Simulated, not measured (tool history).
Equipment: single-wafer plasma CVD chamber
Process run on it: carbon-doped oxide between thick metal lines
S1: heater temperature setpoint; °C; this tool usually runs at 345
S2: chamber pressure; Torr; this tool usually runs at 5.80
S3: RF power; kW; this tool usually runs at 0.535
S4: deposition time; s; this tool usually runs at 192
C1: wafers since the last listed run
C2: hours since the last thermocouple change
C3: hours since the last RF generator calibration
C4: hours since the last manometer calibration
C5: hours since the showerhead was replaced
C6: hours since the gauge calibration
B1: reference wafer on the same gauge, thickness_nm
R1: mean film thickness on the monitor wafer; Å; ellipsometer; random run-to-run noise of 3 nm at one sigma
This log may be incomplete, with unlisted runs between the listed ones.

run,day,S1,S2,S3,S4,C1,C2,C3,C4,C5,C6,B1,R1
1,0.000,345,6.68,0.535,192,0,1558.0,1233.1,1785.8,3181.2,2268.0,1249.915,10463.42
2,1.662,345,5.80,0.535,192,348,1597.9,1273.0,1825.7,3221.1,2307.9,1251.392,10346.57
3,3.729,345,5.80,0.535,192,433,1647.5,1322.6,1875.3,3270.7,2357.5,1251.642,10377.12
# day 4.333: showerhead replaced
4,7.783,339,5.80,0.535,192,780,1744.8,1419.9,1972.6,82.8,2454.8,1250.207,10527.40
# day 11.083: thermocouple changed; heater temperature recalibrated
5,11.450,345,5.80,0.535,162,699,8.8,1507.9,2060.6,170.8,2542.8,1251.545,8768.10
6,15.396,349,6.38,0.590,192,827,103.5,1602.6,2155.3,265.5,2637.5,1250.080,11099.95
# day 17.871: RF generator calibrated
7,17.892,345,4.45,0.535,192,453,163.4,0.5,2215.2,325.4,2697.4,1249.392,10373.07
8,21.012,352,5.80,0.535,192,654,238.3,75.4,2290.1,400.3,2772.3,1250.477,10390.54
9,22.821,358,5.80,0.535,204,379,281.7,118.8,2333.5,443.7,2815.7,1250.537,10909.04
10,25.029,345,5.10,0.480,192,463,334.7,171.8,2386.5,496.7,2868.7,1252.357,9544.64
11,26.796,356,7.18,0.535,192,370,377.1,214.2,2428.9,539.1,2911.1,1249.365,10436.92
# day 27.508: capacitance manometer re-zeroed and calibrated
# day 28.283: gauge calibrated
12,29.254,358,5.80,0.535,192,445,436.1,273.2,41.9,598.1,23.3,1249.127,10231.61
13,32.433,345,5.80,0.445,192,666,512.4,349.5,118.2,674.4,99.6,1250.942,8976.18
14,34.733,356,5.80,0.535,161,482,567.6,404.7,173.4,729.6,154.8,1249.300,8603.72
15,36.929,337,5.80,0.640,192,460,620.3,457.4,226.1,782.3,207.5,1248.422,12371.51
16,38.604,345,5.80,0.535,192,351,660.5,497.6,266.3,822.5,247.7,1250.740,10551.23
17,41.629,340,5.80,0.615,192,634,733.1,570.2,338.9,895.1,320.3,1249.692,11879.95
18,44.754,345,7.06,0.535,192,655,808.1,645.2,413.9,970.1,395.3,1250.265,10682.31
19,46.588,345,5.80,0.535,192,384,852.1,689.2,457.9,1014.1,439.3,1250.392,10478.34
20,49.000,345,5.80,0.535,192,506,910.0,747.1,515.8,1072.0,497.2,1249.705,10505.80
21,53.012,345,5.17,0.535,169,841,1006.3,843.4,612.1,1168.3,593.5,1250.113,9157.74
22,55.629,345,5.80,0.535,192,548,1069.1,906.2,674.9,1231.1,656.3,1251.196,10465.44
23,57.875,345,5.80,0.535,192,471,1123.0,960.1,728.8,1285.0,710.2,1251.165,10456.02
24,60.054,350,5.80,0.470,219,457,1175.3,1012.4,781.1,1337.3,762.5,1248.843,10437.59
25,64.262,349,5.80,0.535,192,882,1276.3,1113.4,882.1,1438.3,863.5,1248.598,10354.55
26,68.650,355,5.80,0.535,192,920,1381.6,1218.7,987.4,1543.6,968.8,1249.795,10159.37
27,72.108,359,5.80,0.450,192,725,1464.6,1301.7,1070.4,1626.6,1051.8,1249.135,8599.87

What if the next run were any one of these 5? Each begins from the tool's condition after run 27:
A,72.129,345,5.80,0.535,192,4,1465.1,1302.2,1070.9,1627.1,1052.3,?,?
B,72.129,345,6.27,0.535,165,4,1465.1,1302.2,1070.9,1627.1,1052.3,?,?
C,72.129,345,6.76,0.535,192,4,1465.1,1302.2,1070.9,1627.1,1052.3,?,?
D,72.129,354,5.80,0.535,171,4,1465.1,1302.2,1070.9,1627.1,1052.3,?,?
E,72.129,360,5.80,0.600,192,4,1465.1,1302.2,1070.9,1627.1,1052.3,?,?

run,B1,R1
A,1250.142,10421.94
B,1250.142,9014.10
C,1250.142,10546.49
D,1250.142,9077.84
E,1250.142,10985.98
Without the tool's hidden state the same runs would have given:
run,R1
A,10647.60
B,9209.27
C,10774.84
D,9274.39
E,11216.39
